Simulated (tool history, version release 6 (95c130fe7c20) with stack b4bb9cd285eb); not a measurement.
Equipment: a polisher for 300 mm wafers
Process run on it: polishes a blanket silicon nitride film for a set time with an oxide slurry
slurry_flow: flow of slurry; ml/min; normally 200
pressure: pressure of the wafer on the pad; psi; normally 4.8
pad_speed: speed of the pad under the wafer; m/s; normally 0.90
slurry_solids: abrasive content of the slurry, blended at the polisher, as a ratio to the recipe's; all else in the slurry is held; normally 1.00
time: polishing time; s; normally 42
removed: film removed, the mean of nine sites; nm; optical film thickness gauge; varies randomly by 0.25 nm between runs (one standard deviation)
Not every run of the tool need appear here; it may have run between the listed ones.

| run | hour | slurry_flow | pressure | pad_speed | slurry_solids | time | wafers since the last listed run | wafers polished on this pad | hours since the slurry nozzle was cleaned | hours since the head pressure was calibrated | hours since the slurry blender was calibrated | hours since the conditioning disc was replaced | incoming thickness of the incoming film, nm | removed |
|---|---|---|---|---|---|---|---|---|---|---|---|---|---|---|
| 1 | 0.0 | 200 | 6.0 | 0.90 | 1.00 | 42 | 0 | 399 | 170.7 | 681.4 | 387.1 | 273.5 | 446.6 | 40.4 |
| 2 | 34.2 | 200 | 6.0 | 0.90 | 1.00 | 42 | 250 | 650 | 204.9 | 715.6 | 421.3 | 307.7 | 450.4 | 40.8 |
|  | 47.0 | head pressure recalibrated |
| 3 | 59.6 | 200 | 4.8 | 0.90 | 1.00 | 42 | 171 | 822 | 230.3 | 12.6 | 446.7 | 333.1 | 448.5 | 32.3 |
| 4 | 89.1 | 200 | 4.8 | 0.90 | 1.00 | 42 | 216 | 1038 | 259.8 | 42.1 | 476.2 | 362.6 | 442.7 | 32.4 |
|  | 97.2 | slurry blender recalibrated |
| 5 | 114.2 | 155 | 4.8 | 0.90 | 1.00 | 31 | 169 | 1207 | 284.9 | 67.2 | 17.0 | 387.7 | 455.4 | 23.2 |
|  | 125.4 | slurry nozzle cleaned |
|  | 139.7 | worn pad replaced by a new one |
| 6 | 146.1 | 200 | 4.8 | 0.82 | 1.20 | 42 | 197 | 46 | 20.7 | 99.1 | 48.9 | 419.6 | 458.7 | 33.2 |
| 7 | 160.9 | 225 | 4.8 | 0.90 | 1.25 | 52 | 108 | 155 | 35.5 | 113.9 | 63.7 | 434.4 | 448.6 | 45.1 |
| 8 | 176.6 | 200 | 6.3 | 0.90 | 1.00 | 42 | 115 | 270 | 51.2 | 129.6 | 79.4 | 450.1 | 450.4 | 41.2 |
| 9 | 204.2 | 225 | 3.7 | 0.76 | 1.00 | 53 | 202 | 473 | 78.8 | 157.2 | 107.0 | 477.7 | 447.3 | 28.0 |
|  | 231.4 | conditioning disc replaced and pad reconditioned |
| 10 | 231.9 | 200 | 4.1 | 0.74 | 1.20 | 52 | 188 | 661 | 106.5 | 184.9 | 134.7 | 0.5 | 457.3 | 33.4 |
| 11 | 255.9 | 220 | 5.6 | 1.02 | 0.70 | 42 | 176 | 837 | 130.5 | 208.9 | 158.7 | 24.5 | 453.8 | 33.2 |
| 12 | 284.6 | 145 | 5.2 | 0.72 | 1.00 | 38 | 210 | 1048 | 159.2 | 237.6 | 187.4 | 53.2 | 453.3 | 26.7 |
| 13 | 313.7 | 225 | 3.7 | 0.76 | 1.00 | 53 | 213 | 1261 | 188.3 | 266.7 | 216.5 | 82.3 | 446.2 | 28.7 |
| 14 | 330.3 | 200 | 4.8 | 0.90 | 1.00 | 56 | 121 | 1383 | 204.9 | 283.3 | 233.1 | 98.9 | 451.6 | 43.3 |
| 15 | 347.8 | 200 | 3.3 | 0.90 | 1.30 | 42 | 128 | 1511 | 222.4 | 300.8 | 250.6 | 116.4 | 449.9 | 25.4 |
| 16 | 364.1 | 200 | 4.8 | 0.90 | 1.00 | 42 | 119 | 1631 | 238.7 | 317.1 | 266.9 | 132.7 | 450.5 | 32.6 |
|  | 369.1 | worn pad replaced by a new one |
| 17 | 376.5 | 200 | 6.1 | 0.90 | 0.80 | 50 | 61 | 54 | 251.1 | 329.5 | 279.3 | 145.1 | 441.4 | 43.2 |
| 18 | 399.1 | 200 | 4.8 | 0.90 | 1.00 | 42 | 165 | 220 | 273.7 | 352.1 | 301.9 | 167.7 | 451.7 | 32.3 |
|  | 403.8 | slurry nozzle cleaned |
| 19 | 427.2 | 200 | 6.2 | 0.90 | 1.20 | 42 | 198 | 418 | 23.4 | 380.2 | 330.0 | 195.8 | 453.1 | 45.9 |
| 20 | 441.2 | 200 | 4.8 | 0.90 | 0.70 | 42 | 102 | 521 | 37.4 | 394.2 | 344.0 | 209.8 | 446.3 | 25.7 |
| 21 | 467.0 | 200 | 5.6 | 1.06 | 0.90 | 36 | 189 | 710 | 63.2 | 420.0 | 369.8 | 235.6 | 450.4 | 34.1 |
| 22 | 480.8 | 200 | 4.8 | 0.90 | 0.85 | 42 | 101 | 812 | 77.0 | 433.8 | 383.6 | 249.4 | 454.4 | 29.3 |
| 23 | 507.8 | 200 | 4.8 | 0.90 | 1.00 | 42 | 198 | 1010 | 104.0 | 460.8 | 410.6 | 276.4 | 450.7 | 32.0 |
| 24 | 530.4 | 240 | 4.8 | 0.90 | 1.20 | 31 | 165 | 1176 | 126.6 | 483.4 | 433.2 | 299.0 | 444.9 | 26.6 |
|  | 532.6 | slurry blender recalibrated |
| 25 | 574.4 | 200 | 6.3 | 0.90 | 1.20 | 55 | 308 | 1484 | 170.6 | 527.4 | 41.8 | 343.0 | 443.7 | 60.1 |

Each row is a separate what-if for the run after 25, all from the same tool condition, not one after another. Results?
| A | 574.8 | 200 | 4.8 | 0.66 | 1.00 | 42 | 2 | 1487 | 171.0 | 527.8 | 42.2 | 343.4 | 453.1 | ? |
| B | 574.8 | 255 | 6.3 | 0.64 | 1.00 | 42 | 2 | 1487 | 171.0 | 527.8 | 42.2 | 343.4 | 453.1 | ? |
| C | 574.8 | 200 | 6.2 | 1.04 | 1.00 | 30 | 2 | 1487 | 171.0 | 527.8 | 42.2 | 343.4 | 453.1 | ? |
| D | 574.8 | 200 | 3.3 | 0.74 | 1.00 | 42 | 2 | 1487 | 171.0 | 527.8 | 42.2 | 343.4 | 453.1 | ? |
| E | 574.8 | 250 | 5.6 | 0.90 | 1.20 | 42 | 2 | 1487 | 171.0 | 527.8 | 42.2 | 343.4 | 453.1 | ? |

| run | removed |
|---|---|
| A | 26.0 |
| B | 34.0 |
| C | 32.3 |
| D | 19.4 |
| E | 41.5 |
Stripped of hidden state, with their random variation kept, the same runs would have yielded:
| run | removed |
|---|---|
| A | 26.5 |
| B | 34.7 |
| C | 33.4 |
| D | 19.6 |
| E | 42.6 |

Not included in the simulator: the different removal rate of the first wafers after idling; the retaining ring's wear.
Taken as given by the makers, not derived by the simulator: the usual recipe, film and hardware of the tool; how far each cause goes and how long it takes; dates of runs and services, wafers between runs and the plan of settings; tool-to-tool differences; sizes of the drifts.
